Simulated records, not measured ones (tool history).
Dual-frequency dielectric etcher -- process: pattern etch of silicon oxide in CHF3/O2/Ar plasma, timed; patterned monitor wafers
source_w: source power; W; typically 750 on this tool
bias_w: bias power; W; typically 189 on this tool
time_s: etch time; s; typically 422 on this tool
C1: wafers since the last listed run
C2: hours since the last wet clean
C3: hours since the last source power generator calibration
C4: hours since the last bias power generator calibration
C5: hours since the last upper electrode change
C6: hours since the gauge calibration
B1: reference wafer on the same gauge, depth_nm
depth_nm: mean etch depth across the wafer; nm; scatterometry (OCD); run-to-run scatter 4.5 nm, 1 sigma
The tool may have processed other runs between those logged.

Run 1, hour 0: usual settings; C1 0; C2 319.1; C3 3651.9; C4 2359.2; C5 2141.9; C6 205.1; B1 1062.6. Result: depth_nm 938 nm.
Run 2, hour 79: usual settings; C1 374; C2 398.1; C3 3730.9; C4 2438.2; C5 2220.9; C6 284.1; B1 1057.1. Result: depth_nm 933.8 nm.
Run 3, hour 124.5: usual settings; C1 215; C2 443.6; C3 3776.4; C4 2483.7; C5 2266.4; C6 329.6; B1 1054.9. Result: depth_nm 935.2 nm.
At hour 232.7: wet clean of the chamber.
Run 4, hour 233.2: usual settings; C1 401; C2 0.5; C3 3885.1; C4 2592.4; C5 2375.1; C6 438.3; B1 1050.7. Result: depth_nm 937 nm.
Run 5, hour 305.8: usual settings; C1 343; C2 73.1; C3 3957.7; C4 2665; C5 2447.7; C6 510.9; B1 1045.9. Result: depth_nm 933.3 nm.
Run 6, hour 618.1: usual settings; C1 1478; C2 385.4; C3 4270; C4 2977.3; C5 2760; C6 823.2; B1 1042.5. Result: depth_nm 915.6 nm.
Run 7, hour 720.3: usual settings but bias_w 214 W, time_s 369.5 s; C1 483; C2 487.6; C3 4372.2; C4 3079.5; C5 2862.2; C6 925.4; B1 1044.2. Result: depth_nm 838.7 nm.
At hour 756.9: wet clean of the chamber.
Run 8, hour 781.1: usual settings; C1 174; C2 24.2; C3 4433; C4 3140.3; C5 2923; C6 986.2; B1 1041. Result: depth_nm 915.7 nm.
Run 9, hour 830.6: usual settings; C1 234; C2 73.7; C3 4482.5; C4 3189.8; C5 2972.5; C6 1035.7; B1 1041.1. Result: depth_nm 918.8 nm.
Run 10, hour 884.6: usual settings; C1 255; C2 127.7; C3 4536.5; C4 3243.8; C5 3026.5; C6 1089.7; B1 1040.6. Result: depth_nm 917.6 nm.
Run 11, hour 954.1: usual settings; C1 329; C2 197.2; C3 4606; C4 3313.3; C5 3096; C6 1159.2; B1 1038.9. Result: depth_nm 923.3 nm.
Run 12, hour 1004.8: usual settings but source_w 840 W; C1 240; C2 247.9; C3 4656.7; C4 3364; C5 3146.7; C6 1209.9; B1 1040.4. Result: depth_nm 964.3 nm.
At hour 1008.2: gauge calibrated.
Run 13, hour 1097: usual settings but source_w 700 W, bias_w 155 W; C1 436; C2 340.1; C3 4748.9; C4 3456.2; C5 3238.9; C6 88.8; B1 1076.5. Result: depth_nm 861.9 nm.
At hour 1139.7: source power generator calibrated.
Run 14, hour 1187.9: usual settings but source_w 590 W, bias_w 166 W, time_s 498 s; C1 411; C2 431; C3 48.2; C4 3547.1; C5 3329.8; C6 179.7; B1 1068.1. Result: depth_nm 965.4 nm.
At hour 1250.8: bias power generator calibrated.
At hour 1298.8: wet clean of the chamber.
At hour 1478.3: upper electrode replaced.
Run 15, hour 1489.6: usual settings but bias_w 234 W, time_s 350 s; C1 1182; C2 190.8; C3 349.9; C4 238.8; C5 11.3; C6 481.4; B1 1050.8. Result: depth_nm 824.8 nm.
Run 16, hour 1584.8: usual settings; C1 450; C2 286; C3 445.1; C4 334; C5 106.5; C6 576.6; B1 1047.4. Result: depth_nm 924.5 nm.
Run 17, hour 1624.3: usual settings but source_w 810 W, bias_w 163 W, time_s 340 s; C1 187; C2 325.5; C3 484.6; C4 373.5; C5 146; C6 616.1; B1 1049.6. Result: depth_nm 735.5 nm.
Run 18, hour 1713.3: usual settings but source_w 850 W, bias_w 171 W, time_s 539 s; C1 421; C2 414.5; C3 573.6; C4 462.5; C5 235; C6 705.1; B1 1047.3. Result: depth_nm 1215.1 nm.
Run 19, hour 1797.1: usual settings but time_s 479.5 s; C1 396; C2 498.3; C3 657.4; C4 546.3; C5 318.8; C6 788.9; B1 1044.9. Result: depth_nm 1053.9 nm.
At hour 1885.6: wet clean of the chamber.
Run 20, hour 1898.7: usual settings but source_w 660 W, time_s 333.5 s; C1 367; C2 13.1; C3 759; C4 647.9; C5 420.4; C6 890.5; B1 1043.5. Result: depth_nm 691.2 nm.
Run 21, hour 1949.4: usual settings but bias_w 143 W, time_s 529 s; C1 240; C2 63.8; C3 809.7; C4 698.6; C5 471.1; C6 941.2; B1 1044.6. Result: depth_nm 1053.3 nm.
Run 22, hour 2004.1: usual settings but source_w 660 W, time_s 520 s; C1 259; C2 118.5; C3 864.4; C4 753.3; C5 525.8; C6 995.9; B1 1041.2. Result: depth_nm 1081.2 nm.
Run 23, hour 2044.4: usual settings; C1 190; C2 158.8; C3 904.7; C4 793.6; C5 566.1; C6 1036.2; B1 1042.9. Result: depth_nm 922.8 nm.
At hour 2056.7: gauge calibrated.
Run 24, hour 2118.1: usual settings; C1 348; C2 232.5; C3 978.4; C4 867.3; C5 639.8; C6 61.4; B1 1073.8. Result: depth_nm 955.8 nm.
Run 25, hour 2156.5: usual settings but source_w 690 W, bias_w 205 W, time_s 510 s; C1 181; C2 270.9; C3 1016.8; C4 905.7; C5 678.2; C6 99.8; B1 1067.5. Result: depth_nm 1139 nm.

Here are 5 independent what-if runs from the current tool condition. What would each one return?
Run A, hour 2157: usual settings; C1 2; C2 271.4; C3 1017.3; C4 906.2; C5 678.7; C6 100.3; B1 ?. Result: depth_nm ?.
Run B, hour 2157: usual settings but source_w 650 W, bias_w 175 W; C1 2; C2 271.4; C3 1017.3; C4 906.2; C5 678.7; C6 100.3; B1 ?. Result: depth_nm ?.
Run C, hour 2157: usual settings but source_w 870 W, time_s 373 s; C1 2; C2 271.4; C3 1017.3; C4 906.2; C5 678.7; C6 100.3; B1 ?. Result: depth_nm ?.
Run D, hour 2157: usual settings but source_w 660 W, bias_w 204 W, time_s 362.5 s; C1 2; C2 271.4; C3 1017.3; C4 906.2; C5 678.7; C6 100.3; B1 ?. Result: depth_nm ?.
Run E, hour 2157: usual settings but source_w 640 W; C1 2; C2 271.4; C3 1017.3; C4 906.2; C5 678.7; C6 100.3; B1 ?. Result: depth_nm ?.

run      B1  depth_nm
  A  1067.7     937.5
  B  1067.7     860.5
  C  1067.7     880.2
  D  1067.7     785.3
  E  1067.7     878.5
With the hidden condition removed and each run's random variation left untouched, the same runs would have given:
run  depth_nm
  A     946.5
  B     868.8
  C     888.7
  D     792.9
  E       887

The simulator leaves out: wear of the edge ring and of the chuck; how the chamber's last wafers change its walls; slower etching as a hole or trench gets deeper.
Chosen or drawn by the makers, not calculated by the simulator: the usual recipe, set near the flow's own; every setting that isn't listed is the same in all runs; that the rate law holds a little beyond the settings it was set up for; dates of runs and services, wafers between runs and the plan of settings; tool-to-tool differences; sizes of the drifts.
